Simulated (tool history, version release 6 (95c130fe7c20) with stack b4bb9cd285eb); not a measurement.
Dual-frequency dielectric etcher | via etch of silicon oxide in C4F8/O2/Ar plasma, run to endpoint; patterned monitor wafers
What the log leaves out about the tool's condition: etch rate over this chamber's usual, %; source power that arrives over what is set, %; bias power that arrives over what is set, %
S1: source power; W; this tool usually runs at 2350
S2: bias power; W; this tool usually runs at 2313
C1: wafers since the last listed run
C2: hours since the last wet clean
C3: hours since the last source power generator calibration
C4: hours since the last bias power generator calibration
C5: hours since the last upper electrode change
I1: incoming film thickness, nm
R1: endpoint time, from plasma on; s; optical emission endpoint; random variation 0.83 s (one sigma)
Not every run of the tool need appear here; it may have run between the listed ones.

run 1 day=0.000 | S1=2350 S2=2438 | C1=0 C2=262.3 C3=4269.7 C4=3549.9 C5=4295.2 | I1=1200.5 | R1=217.9
run 2 day=2.488 | S1=2350 S2=2438 | C1=382 C2=322.0 C3=4329.4 C4=3609.6 C5=4354.9 | I1=1192.6 | R1=217.9
run 3 day=8.029 | S1=2350 S2=2438 | C1=851 C2=455.0 C3=4462.4 C4=3742.6 C5=4487.9 | I1=1197.1 | R1=218.5
-- day=10.829 wet clean of the chamber
run 4 day=10.883 | S1=2350 S2=2543 | C1=284 C2=1.3 C3=4530.9 C4=3811.1 C5=4556.4 | I1=1207.6 | R1=213.3
run 5 day=14.121 | S1=2350 S2=2543 | C1=497 C2=79.0 C3=4608.6 C4=3888.8 C5=4634.1 | I1=1203.6 | R1=214.3
-- day=15.892 upper electrode replaced
run 6 day=16.621 | S1=2350 S2=2313 | C1=230 C2=139.0 C3=4668.6 C4=3948.8 C5=17.5 | I1=1204.8 | R1=219.3
-- day=20.654 source power generator calibrated
run 7 day=23.208 | S1=2350 S2=2313 | C1=986 C2=297.1 C3=61.3 C4=4106.9 C5=175.6 | I1=1198.1 | R1=220.7
run 8 day=25.054 | S1=2920 S2=2053 | C1=283 C2=341.4 C3=105.6 C4=4151.2 C5=219.9 | I1=1195.9 | R1=206.2
-- day=25.454 bias power generator calibrated
run 9 day=27.558 | S1=2920 S2=2313 | C1=359 C2=401.5 C3=165.7 C4=50.5 C5=280.0 | I1=1205.4 | R1=204.7
-- day=30.562 wet clean of the chamber
run 10 day=31.600 | S1=2790 S2=2059 | C1=467 C2=24.9 C3=262.7 C4=147.5 C5=377.0 | I1=1191.4 | R1=206.7
run 11 day=33.896 | S1=2350 S2=2438 | C1=352 C2=80.0 C3=317.8 C4=202.6 C5=432.1 | I1=1193.7 | R1=214.2

The next listed run, before its measurement:
run 12 day=38.354 | S1=2350 S2=1764 | C1=684 C2=187.0 C3=424.8 C4=309.6 C5=539.1 | I1=1207.1 | R1=?

Run 12 came out at R1 233.8 s.
Had the tool carried no hidden state, the very same run would have given R1 229.9 s.
